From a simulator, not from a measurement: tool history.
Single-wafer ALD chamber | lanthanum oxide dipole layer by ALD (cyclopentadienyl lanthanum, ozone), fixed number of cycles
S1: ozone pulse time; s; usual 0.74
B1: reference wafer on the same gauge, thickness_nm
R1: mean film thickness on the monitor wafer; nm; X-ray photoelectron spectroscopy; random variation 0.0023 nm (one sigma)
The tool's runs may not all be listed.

| run | hour | S1 | B1 | R1 |
|---|---|---|---|---|
| 1 | 0.0 | 0.74 | 0.368 | 0.400 |
| 2 | 44.8 | 0.74 | 0.369 | 0.400 |
| 3 | 109.5 | 0.74 | 0.368 | 0.400 |
| 4 | 172.1 | 0.74 | 0.368 | 0.397 |
| 5 | 237.9 | 0.74 | 0.369 | 0.394 |
|  | 276.8 | gauge calibrated |
| 6 | 298.6 | 0.74 | 0.368 | 0.396 |
| 7 | 330.4 | 0.74 | 0.368 | 0.395 |
| 8 | 397.5 | 0.74 | 0.368 | 0.398 |
| 9 | 436.9 | 0.74 | 0.368 | 0.390 |
| 10 | 503.7 | 0.74 | 0.368 | 0.387 |
| 11 | 553.7 | 0.74 | 0.367 | 0.387 |
|  | 587.8 | ozone generator serviced |
| 12 | 599.5 | 0.91 | 0.368 | 0.440 |
| 13 | 669.3 | 0.62 | 0.368 | 0.372 |
| 14 | 747.6 | 0.51 | 0.368 | 0.333 |
| 15 | 783.2 | 0.74 | 0.368 | 0.407 |
| 16 | 818.2 | 0.85 | 0.368 | 0.425 |
| 17 | 853.5 | 0.96 | 0.368 | 0.446 |
| 18 | 907.8 | 0.91 | 0.368 | 0.443 |
| 19 | 948.8 | 0.45 | 0.368 | 0.307 |
| 20 | 1009.4 | 0.74 | 0.368 | 0.402 |
| 21 | 1169.7 | 0.74 | 0.369 | 0.400 |
| 22 | 1234.0 | 0.74 | 0.367 | 0.396 |
|  | 1245.6 | thermocouple changed; heater temperature recalibrated |
|  | 1391.6 | showerhead replaced |
| 23 | 1439.6 | 1.03 | 0.368 | 0.450 |
| 24 | 1499.5 | 0.74 | 0.368 | 0.400 |
| 25 | 1544.4 | 0.74 | 0.368 | 0.393 |
| 26 | 1612.9 | 0.83 | 0.369 | 0.412 |
| 27 | 1664.7 | 0.74 | 0.368 | 0.387 |
| 28 | 1735.4 | 0.48 | 0.368 | 0.303 |
| 29 | 1760.2 | 0.80 | 0.368 | 0.404 |
|  | 1784.8 | ozone generator serviced |
| 30 | 1785.3 | 0.92 | 0.369 | 0.444 |
| 31 | 1838.1 | 0.90 | 0.367 | 0.440 |
| 32 | 1871.4 | 0.53 | 0.368 | 0.344 |
| 33 | 1902.5 | 0.47 | 0.368 | 0.318 |

Hidden state or all else? Some run-to-run changes of R1, split into what the settings, what came in and random variation would give without the hidden state, and what is left for the hidden state (with any gauge scatter that isn't in both results):
The hidden state here: wafer temperature above the value expected at the setpoint (K); ozone dose above that of a generator just serviced (%); gauge reads high (%).
Run 11 -> 12: S1 0.74 -> 0.91, ozone generator serviced. R1 +0.053 nm: hidden state +0.017, all else +0.036.
Run 18 -> 19: S1 0.91 -> 0.45. R1 -0.136 nm: hidden state -0.002, all else -0.134.
Run 27 -> 28: S1 0.74 -> 0.48. R1 -0.084 nm: hidden state -0.004, all else -0.080.
Run 28 -> 29: S1 0.48 -> 0.80. R1 +0.101 nm: hidden state +0.001, all else +0.100.
Run 29 -> 30: S1 0.80 -> 0.92, ozone generator serviced. R1 +0.040 nm: hidden state +0.020, all else +0.020.
Run 31 -> 32: S1 0.90 -> 0.53. R1 -0.096 nm: hidden state +0.000, all else -0.096.
